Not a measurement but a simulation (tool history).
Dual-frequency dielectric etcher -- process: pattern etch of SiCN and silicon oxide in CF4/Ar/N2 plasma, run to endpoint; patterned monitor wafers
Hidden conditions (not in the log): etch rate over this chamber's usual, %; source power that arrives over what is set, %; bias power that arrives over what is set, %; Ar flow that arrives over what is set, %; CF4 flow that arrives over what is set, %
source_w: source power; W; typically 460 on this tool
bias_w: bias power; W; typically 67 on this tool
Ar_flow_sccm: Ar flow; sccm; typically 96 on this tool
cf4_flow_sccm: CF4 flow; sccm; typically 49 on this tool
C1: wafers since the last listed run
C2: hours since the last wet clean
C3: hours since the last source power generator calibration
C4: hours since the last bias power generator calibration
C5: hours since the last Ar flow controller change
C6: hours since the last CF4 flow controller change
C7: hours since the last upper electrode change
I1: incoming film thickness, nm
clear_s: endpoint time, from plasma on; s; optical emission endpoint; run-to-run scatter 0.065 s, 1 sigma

Run 1, hour 0.0: usual settings but Ar_flow_sccm 90 sccm; C1 0; C2 425.7; C3 16.7; C4 327.0; C5 307.4; C6 4322.4; C7 5972.4; I1 14.91. Result: clear_s 18.4 s.
Run 2, hour 33.4: usual settings but source_w 370 W, bias_w 81 W, Ar_flow_sccm 111 sccm, cf4_flow_sccm 37 sccm; C1 504; C2 459.1; C3 50.1; C4 360.4; C5 340.8; C6 4355.8; C7 6005.8; I1 14.82. Result: clear_s 22.6 s.
Run 3, hour 71.5: usual settings but source_w 400 W, Ar_flow_sccm 115 sccm; C1 575; C2 497.2; C3 88.2; C4 398.5; C5 378.9; C6 4393.9; C7 6043.9; I1 14.84. Result: clear_s 21.9 s.
At hour 111.1: wet clean of the chamber.
Run 4, hour 111.6: usual settings but source_w 370 W; C1 243; C2 0.5; C3 128.3; C4 438.6; C5 419.0; C6 4434.0; C7 6084.0; I1 14.88. Result: clear_s 22.9 s.
Run 5, hour 126.3: usual settings but source_w 540 W, bias_w 79 W, Ar_flow_sccm 78 sccm, cf4_flow_sccm 41 sccm; C1 221; C2 15.2; C3 143.0; C4 453.3; C5 433.7; C6 4448.7; C7 6098.7; I1 14.63. Result: clear_s 14.5 s.
At hour 150.5: CF4 flow controller replaced.
At hour 186.6: upper electrode replaced.
Run 6, hour 187.1: usual settings; C1 464; C2 76.0; C3 203.8; C4 514.1; C5 494.5; C6 36.6; C7 0.5; I1 14.73. Result: clear_s 18.4 s.
Run 7, hour 206.3: usual settings but source_w 420 W, bias_w 74 W, Ar_flow_sccm 117 sccm, cf4_flow_sccm 58 sccm; C1 289; C2 95.2; C3 223.0; C4 533.3; C5 513.7; C6 55.8; C7 19.7; I1 14.72. Result: clear_s 19.6 s.
Run 8, hour 268.8: usual settings but source_w 390 W, Ar_flow_sccm 105 sccm; C1 943; C2 157.7; C3 285.5; C4 595.8; C5 576.2; C6 118.3; C7 82.2; I1 14.83. Result: clear_s 22.3 s.
Run 9, hour 321.2: usual settings but bias_w 80 W, Ar_flow_sccm 114 sccm, cf4_flow_sccm 43 sccm; C1 790; C2 210.1; C3 337.9; C4 648.2; C5 628.6; C6 170.7; C7 134.6; I1 14.77. Result: clear_s 18.1 s.
Run 10, hour 481.6: usual settings but source_w 340 W; C1 2421; C2 370.5; C3 498.3; C4 808.6; C5 789.0; C6 331.1; C7 295.0; I1 14.92. Result: clear_s 25.2 s.
Run 11, hour 517.2: usual settings but source_w 430 W; C1 537; C2 406.1; C3 533.9; C4 844.2; C5 824.6; C6 366.7; C7 330.6; I1 14.76. Result: clear_s 19.7 s.
Run 12, hour 552.8: usual settings but Ar_flow_sccm 103 sccm, cf4_flow_sccm 56 sccm; C1 537; C2 441.7; C3 569.5; C4 879.8; C5 860.2; C6 402.3; C7 366.2; I1 14.85. Result: clear_s 18.5 s.
Run 13, hour 622.9: usual settings; C1 1058; C2 511.8; C3 639.6; C4 949.9; C5 930.3; C6 472.4; C7 436.3; I1 14.82. Result: clear_s 18.6 s.
At hour 711.7: wet clean of the chamber.
Run 14, hour 739.3: usual settings; C1 1394; C2 27.6; C3 756.0; C4 1066.3; C5 1046.7; C6 588.8; C7 552.7; I1 14.83. Result: clear_s 18.6 s.
Run 15, hour 794.3: usual settings but source_w 490 W, bias_w 57 W; C1 830; C2 82.6; C3 811.0; C4 1121.3; C5 1101.7; C6 643.8; C7 607.7; I1 15.00. Result: clear_s 18.7 s.
Run 16, hour 819.6: usual settings but source_w 560 W, bias_w 74 W, cf4_flow_sccm 40 sccm; C1 381; C2 107.9; C3 836.3; C4 1146.6; C5 1127.0; C6 669.1; C7 633.0; I1 14.80. Result: clear_s 15.2 s.
Run 17, hour 881.0: usual settings but Ar_flow_sccm 103 sccm, cf4_flow_sccm 41 sccm; C1 926; C2 169.3; C3 897.7; C4 1208.0; C5 1188.4; C6 730.5; C7 694.4; I1 14.97. Result: clear_s 19.4 s.
Run 18, hour 931.1: usual settings but source_w 390 W, cf4_flow_sccm 56 sccm; C1 756; C2 219.4; C3 947.8; C4 1258.1; C5 1238.5; C6 780.6; C7 744.5; I1 14.84. Result: clear_s 21.4 s.
Run 19, hour 957.4: usual settings but source_w 400 W, Ar_flow_sccm 114 sccm, cf4_flow_sccm 41 sccm; C1 396; C2 245.7; C3 974.1; C4 1284.4; C5 1264.8; C6 806.9; C7 770.8; I1 14.93. Result: clear_s 22.7 s.
Run 20, hour 1023.0: usual settings but source_w 420 W, bias_w 60 W, Ar_flow_sccm 105 sccm, cf4_flow_sccm 60 sccm; C1 990; C2 311.3; C3 1039.7; C4 1350.0; C5 1330.4; C6 872.5; C7 836.4; I1 14.88. Result: clear_s 21.1 s.
Run 21, hour 1062.5: usual settings but bias_w 76 W, Ar_flow_sccm 103 sccm; C1 596; C2 350.8; C3 1079.2; C4 1389.5; C5 1369.9; C6 912.0; C7 875.9; I1 14.81. Result: clear_s 18.0 s.
Run 22, hour 1128.8: usual settings; C1 1000; C2 417.1; C3 1145.5; C4 1455.8; C5 1436.2; C6 978.3; C7 942.2; I1 14.82. Result: clear_s 18.6 s.
Run 23, hour 1154.8: usual settings but bias_w 74 W, Ar_flow_sccm 106 sccm; C1 392; C2 443.1; C3 1171.5; C4 1481.8; C5 1462.2; C6 1004.3; C7 968.2; I1 14.72. Result: clear_s 18.0 s.
Run 24, hour 1186.2: usual settings but source_w 380 W, bias_w 75 W, Ar_flow_sccm 108 sccm, cf4_flow_sccm 41 sccm; C1 473; C2 474.5; C3 1202.9; C4 1513.2; C5 1493.6; C6 1035.7; C7 999.6; I1 14.92. Result: clear_s 22.5 s.

Some steps in clear_s, run to run, broken into two amounts with sign: the step expected even without the hidden condition (settings, incoming material, random variation), and the rest, left for the hidden condition together with whatever gauge scatter is not in both the measured and the hidden-condition-free result:
Run 4 -> 5: source_w 370 -> 540, bias_w 67 -> 79, Ar_flow_sccm 96 -> 78, cf4_flow_sccm 49 -> 41. clear_s -8.4 s: hidden state -0.1, all else -8.3.
Run 5 -> 6: source_w 540 -> 460, bias_w 79 -> 67, Ar_flow_sccm 78 -> 96, cf4_flow_sccm 41 -> 49, CF4 flow controller replaced, upper electrode replaced. clear_s +3.9 s: hidden state +0.1, all else +3.8.
Run 9 -> 10: source_w 460 -> 340, bias_w 80 -> 67, Ar_flow_sccm 114 -> 96, cf4_flow_sccm 43 -> 49. clear_s +7.1 s: hidden state +0.1, all else +7.0.

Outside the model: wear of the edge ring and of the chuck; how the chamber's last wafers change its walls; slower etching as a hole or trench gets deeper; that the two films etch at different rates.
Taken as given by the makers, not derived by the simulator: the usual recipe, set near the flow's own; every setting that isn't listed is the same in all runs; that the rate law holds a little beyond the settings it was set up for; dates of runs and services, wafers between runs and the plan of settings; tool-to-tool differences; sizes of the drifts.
